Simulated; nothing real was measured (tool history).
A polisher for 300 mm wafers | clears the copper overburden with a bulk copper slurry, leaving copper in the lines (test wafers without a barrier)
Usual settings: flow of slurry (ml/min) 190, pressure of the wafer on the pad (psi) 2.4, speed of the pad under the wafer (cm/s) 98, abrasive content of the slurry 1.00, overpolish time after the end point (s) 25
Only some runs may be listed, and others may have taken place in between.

run	day	flow of slurry (ml/min)	pressure of the wafer on the pad (psi)	speed of the pad under the wafer (cm/s)	abrasive content of the slurry	overpolish time after the end point (s)	wafers since the last listed run	wafers polished on this pad	hours since the slurry nozzle was cleaned	hours since the head pressure was calibrated	hours since the slurry blender was calibrated	incoming thickness of the incoming film, nm	time until the end point was called (s)
1	0.000	190	2.4	98	1.00	18	0	331	50.8	64.6	213.7	626.4	71.0
# day 0.862: slurry blender recalibrated
2	1.288	190	2.4	98	1.00	18	263	594	81.7	95.5	10.2	613.6	69.2
# day 3.083: worn pad replaced by a new one
3	4.192	190	2.4	98	1.00	18	598	242	151.4	165.2	79.9	614.7	68.0
4	6.142	190	2.4	98	1.00	25	426	668	198.2	212.0	126.7	621.3	70.8
# day 8.004: worn pad replaced by a new one
5	8.025	190	2.4	98	1.00	25	375	4	243.4	257.2	171.9	606.7	65.8
6	9.425	190	2.4	98	1.00	25	305	310	277.0	290.8	205.5	603.2	65.9
# day 10.192: slurry blender recalibrated
7	10.696	190	2.7	98	1.00	25	259	569	307.5	321.3	12.1	619.2	61.7
8	13.188	125	2.0	98	0.85	20	544	1114	367.3	381.1	71.9	612.9	102.5
# day 13.492: worn pad replaced by a new one
9	14.658	190	2.1	84	1.15	13	284	254	402.6	416.4	107.2	616.5	81.8
# day 15.517: head pressure recalibrated
10	17.133	190	2.4	98	1.10	37	522	777	462.0	38.8	166.6	620.6	70.7
11	18.638	160	2.4	98	1.00	13	328	1105	498.1	74.9	202.7	622.9	78.5
# day 18.875: worn pad replaced by a new one
# day 19.138: slurry nozzle cleaned
12	19.871	190	1.7	114	0.80	15	223	208	17.6	104.5	232.3	617.7	90.3
# day 20.388: slurry blender recalibrated
13	21.538	190	2.4	98	0.70	29	345	554	57.6	144.5	27.6	619.1	76.5
# day 23.438: worn pad replaced by a new one
14	24.333	190	2.4	98	1.00	25	574	195	124.7	211.6	94.7	619.3	69.2
15	25.538	190	2.4	82	1.00	25	263	458	153.6	240.5	123.6	621.1	78.9

Results per run with the tool's hidden condition removed, run-to-run variation unchanged:
The hidden state here: removal rate lost through wear of the pad, %; slurry flow missing at the pad, %; deviation of the head's pressure from its setpoint, %; abrasive missing from the slurry, %.
run	time until the end point was called (s)
1	69.3
2	65.9
3	67.3
4	67.6
5	65.6
6	65.0
7	59.5
8	90.2
9	81.0
10	66.3
11	69.2
12	89.6
13	73.9
14	68.2
15	76.5
